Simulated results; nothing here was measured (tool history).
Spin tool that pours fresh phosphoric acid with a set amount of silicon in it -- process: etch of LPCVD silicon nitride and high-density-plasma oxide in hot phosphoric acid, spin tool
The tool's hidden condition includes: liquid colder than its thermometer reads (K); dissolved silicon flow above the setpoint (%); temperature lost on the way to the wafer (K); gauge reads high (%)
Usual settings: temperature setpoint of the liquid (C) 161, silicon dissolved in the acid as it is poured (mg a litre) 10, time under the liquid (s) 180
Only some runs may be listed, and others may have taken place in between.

run    hour  temperature setpoint of the liquid (C)  silicon dissolved in the acid as it is poured (mg a litre)  time under the liquid (s)  wafers since the last listed run  hours since the thermometer was replaced  hours since the dissolved silicon flow meter was replaced  hours since the heated supply line was repaired  hours since the gauge calibration  read-back film thickness of the LPCVD silicon nitride reference wafer, read on the same gauge (nm)  read-back film thickness of the high-density-plasma oxide reference wafer, read on the same gauge (nm)  thickness taken off the LPCVD silicon nitride on a monitor wafer (angstrom)  thickness taken off the high-density-plasma oxide on a monitor wafer (angstrom)
  1       0                                   163.5                                                          10                        180                                 0                                     293.8                                                      714.5                                           3243.8                             1887.3                                                                                              139.99                                                                                                  99.998                                                                        187.4                                                                             3.14
  2   174.7                                   158.5                                                          16                         95                               953                                     468.5                                                      889.2                                           3418.5                               2062                                                                                              139.99                                                                                                  99.975                                                                         84.4                                                                             1.06
  3   246.4                                   158.5                                                           3                        215                               391                                     540.2                                                      960.9                                           3490.2                             2133.7                                                                                              140.02                                                                                                 100.015                                                                        188.3                                                                             2.41
  4   280.4                                     160                                                        14.5                        100                               185                                     574.2                                                      994.9                                           3524.2                             2167.7                                                                                              139.99                                                                                                  99.977                                                                         91.8                                                                             1.17
  5   344.2                                     161                                                          10                        180                               348                                       638                                                     1058.7                                             3588                             2231.5                                                                                              140.03                                                                                                 100.036                                                                        167.6                                                                             2.53
  6   371.5                                     161                                                          10                        180                               149                                     665.3                                                       1086                                           3615.3                             2258.8                                                                                              139.96                                                                                                   99.98                                                                        168.9                                                                             2.47
      386.7  -- dissolved silicon flow meter replaced
  7   428.9                                     161                                                          10                        135                               307                                     722.7                                                       42.2                                           3672.7                             2316.2                                                                                              140.02                                                                                                 100.025                                                                        126.2                                                                             1.81
  8   472.6                                     163                                                        17.5                        180                               238                                     766.4                                                       85.9                                           3716.4                             2359.9                                                                                              140.02                                                                                                  99.995                                                                        179.7                                                                             2.32
  9   509.1                                     161                                                          10                        180                               199                                     802.9                                                      122.4                                           3752.9                             2396.4                                                                                              139.98                                                                                                  99.983                                                                        167.7                                                                             2.39
      523.1  -- gauge calibrated
 10   541.1                                     158                                                          10                        180                               174                                     834.9                                                      154.4                                           3784.9                                 18                                                                                              139.97                                                                                                   99.99                                                                        151.9                                                                             1.84
 11   605.7                                     162                                                           2                        240                               352                                     899.5                                                        219                                           3849.5                               82.6                                                                                                 140                                                                                                   99.97                                                                        228.1                                                                             3.88
 12   654.6                                   162.5                                                         2.5                        140                               266                                     948.4                                                      267.9                                           3898.4                              131.5                                                                                              139.99                                                                                                     100                                                                        136.2                                                                             2.61
      655.7  -- heated supply line repaired
 13     717                                     161                                                          10                        180                               335                                    1010.8                                                      330.3                                             61.3                              193.9                                                                                              139.97                                                                                                  100.02                                                                          179                                                                             2.66
 14   758.4                                     161                                                          10                        180                               226                                    1052.2                                                      371.7                                            102.7                              235.3                                                                                              139.99                                                                                                 100.002                                                                        179.6                                                                             2.95
 15   836.2                                     160                                                          18                         85                               424                                      1130                                                      449.5                                            180.5                              313.1                                                                                              140.01                                                                                                 100.008                                                                         82.3                                                                             0.92
 16     861                                   163.5                                                          10                        215                               135                                    1154.8                                                      474.3                                            205.3                              337.9                                                                                              139.99                                                                                                  100.03                                                                        230.8                                                                             3.88
 17   912.2                                     161                                                           5                        180                               279                                      1206                                                      525.5                                            256.5                              389.1                                                                                              140.01                                                                                                  99.998                                                                        178.6                                                                             3.18
 18   969.4                                     161                                                         7.5                        180                               312                                    1263.2                                                      582.7                                            313.7                              446.3                                                                                                 140                                                                                                  99.951                                                                        176.4                                                                             3.05
 19  1023.1                                     161                                                          10                        180                               293                                    1316.9                                                      636.4                                            367.4                                500                                                                                              139.99                                                                                                 100.003                                                                        177.4                                                                             2.47
 20  1090.4                                   162.5                                                         6.5                         95                               367                                    1384.2                                                      703.7                                            434.7                              567.3                                                                                                 140                                                                                                  99.998                                                                         97.2                                                                             1.87
 21    1159                                   159.5                                                          18                        120                               374                                    1452.8                                                      772.3                                            503.3                              635.9                                                                                              139.98                                                                                                 100.037                                                                        110.5                                                                             1.24
 22  1229.1                                     162                                                          10                        180                               382                                    1522.9                                                      842.4                                            573.4                                706                                                                                              140.03                                                                                                  99.992                                                                        180.5                                                                             2.98

Consider 3 possible next runs. They are alternatives, not a sequence: every one starts from the tool as it was left by run 22. What does each give?
  A  1229.6                                     161                                                          10                        180                                 2                                    1523.4                                                      842.9                                            573.9                              706.5                                                                                                   ?                                                                                                       ?                                                                            ?                                                                                ?
  B  1229.6                                     161                                                          10                        265                                 2                                    1523.4                                                      842.9                                            573.9                              706.5                                                                                                   ?                                                                                                       ?                                                                            ?                                                                                ?
  C  1229.6                                   163.5                                                         3.5                        255                                 2                                    1523.4                                                      842.9                                            573.9                              706.5                                                                                                   ?                                                                                                       ?                                                                            ?                                                                                ?

run  read-back film thickness of the LPCVD silicon nitride reference wafer, read on the same gauge (nm)  read-back film thickness of the high-density-plasma oxide reference wafer, read on the same gauge (nm)  thickness taken off the LPCVD silicon nitride on a monitor wafer (angstrom)  thickness taken off the high-density-plasma oxide on a monitor wafer (angstrom)
  A                                                                                              139.98                                                                                                  99.964                                                                        174.4                                                                             2.81
  B                                                                                              139.98                                                                                                  99.964                                                                        256.7                                                                             4.13
  C                                                                                              139.98                                                                                                  99.964                                                                        268.7                                                                             5.48
Stripped of hidden state, with their random variation kept, the same runs would have yielded:
run  thickness taken off the LPCVD silicon nitride on a monitor wafer (angstrom)  thickness taken off the high-density-plasma oxide on a monitor wafer (angstrom)
  A                                                                        188.9                                                                             3.35
  B                                                                        278.1                                                                             4.93
  C                                                                        290.8                                                                             6.52
